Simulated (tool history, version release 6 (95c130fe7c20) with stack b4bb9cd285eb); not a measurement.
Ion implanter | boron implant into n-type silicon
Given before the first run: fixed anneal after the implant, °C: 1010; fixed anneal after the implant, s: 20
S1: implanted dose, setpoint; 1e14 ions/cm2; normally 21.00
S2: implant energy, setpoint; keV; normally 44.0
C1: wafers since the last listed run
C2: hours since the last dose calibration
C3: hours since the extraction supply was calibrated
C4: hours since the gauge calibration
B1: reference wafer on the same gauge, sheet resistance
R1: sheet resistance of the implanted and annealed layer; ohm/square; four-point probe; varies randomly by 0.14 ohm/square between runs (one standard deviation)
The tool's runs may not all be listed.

| run | hour | S1 | S2 | C1 | C2 | C3 | C4 | B1 | R1 |
|---|---|---|---|---|---|---|---|---|---|
| 1 | 0.0 | 21.00 | 44.0 | 0 | 657.1 | 4645.4 | 65.7 | 76.79 | 65.28 |
| 2 | 31.0 | 21.00 | 44.0 | 692 | 688.1 | 4676.4 | 96.7 | 76.80 | 65.21 |
| 3 | 55.0 | 21.00 | 44.0 | 536 | 712.1 | 4700.4 | 120.7 | 76.79 | 65.26 |
| 4 | 93.1 | 23.17 | 44.0 | 851 | 750.2 | 4738.5 | 158.8 | 76.79 | 60.75 |
| 5 | 127.1 | 23.17 | 44.0 | 759 | 784.2 | 4772.5 | 192.8 | 76.80 | 60.89 |
| 6 | 141.5 | 21.00 | 44.0 | 321 | 798.6 | 4786.9 | 207.2 | 76.81 | 65.18 |
| 7 | 235.6 | 21.00 | 52.0 | 2103 | 892.7 | 4881.0 | 301.3 | 76.81 | 64.45 |
| 8 | 254.4 | 21.00 | 44.0 | 420 | 911.5 | 4899.8 | 320.1 | 76.78 | 65.38 |
| 9 | 287.8 | 21.00 | 44.0 | 746 | 944.9 | 4933.2 | 353.5 | 76.79 | 65.62 |
| 10 | 313.8 | 21.00 | 44.0 | 581 | 970.9 | 4959.2 | 379.5 | 76.80 | 65.23 |
| 11 | 329.4 | 21.00 | 44.0 | 348 | 986.5 | 4974.8 | 395.1 | 76.81 | 65.46 |
| 12 | 356.5 | 16.56 | 44.0 | 605 | 1013.6 | 5001.9 | 422.2 | 76.78 | 79.17 |
| 13 | 387.6 | 21.00 | 54.0 | 695 | 1044.7 | 5033.0 | 453.3 | 76.80 | 64.09 |
| 14 | 414.6 | 21.00 | 54.0 | 603 | 1071.7 | 5060.0 | 480.3 | 76.78 | 64.47 |
| 15 | 431.8 | 21.00 | 44.0 | 384 | 1088.9 | 5077.2 | 497.5 | 76.81 | 65.58 |
| 16 | 458.9 | 21.00 | 44.0 | 605 | 1116.0 | 5104.3 | 524.6 | 76.79 | 65.58 |
| 17 | 479.7 | 15.26 | 50.5 | 464 | 1136.8 | 5125.1 | 545.4 | 76.80 | 83.97 |
| 18 | 500.8 | 21.00 | 44.0 | 471 | 1157.9 | 5146.2 | 566.5 | 76.80 | 65.31 |
| 19 | 516.2 | 19.38 | 37.0 | 344 | 1173.3 | 5161.6 | 581.9 | 76.81 | 70.86 |
|  | 530.2 | extraction supply calibrated |
| 20 | 537.3 | 21.00 | 54.0 | 292 | 1194.4 | 7.1 | 603.0 | 76.80 | 64.27 |
|  | 563.6 | Faraday cup replaced and dose calibrated |
| 21 | 564.1 | 21.00 | 44.0 | 420 | 0.5 | 33.9 | 629.8 | 76.80 | 64.53 |
| 22 | 591.9 | 23.22 | 48.5 | 621 | 28.3 | 61.7 | 657.6 | 76.77 | 59.29 |
|  | 602.6 | gauge calibrated |
| 23 | 618.0 | 26.41 | 57.0 | 583 | 54.4 | 87.8 | 15.4 | 76.79 | 52.80 |

The next listed run, before its measurement:
| 24 | 654.6 | 17.07 | 31.5 | 817 | 91.0 | 124.4 | 52.0 | ? | ? |

Run 24 yielded B1 76.78, R1 78.36 ohm/square.
On a tool with no hidden condition, and with the same random variation, this run would have come out at R1 78.30 ohm/square.

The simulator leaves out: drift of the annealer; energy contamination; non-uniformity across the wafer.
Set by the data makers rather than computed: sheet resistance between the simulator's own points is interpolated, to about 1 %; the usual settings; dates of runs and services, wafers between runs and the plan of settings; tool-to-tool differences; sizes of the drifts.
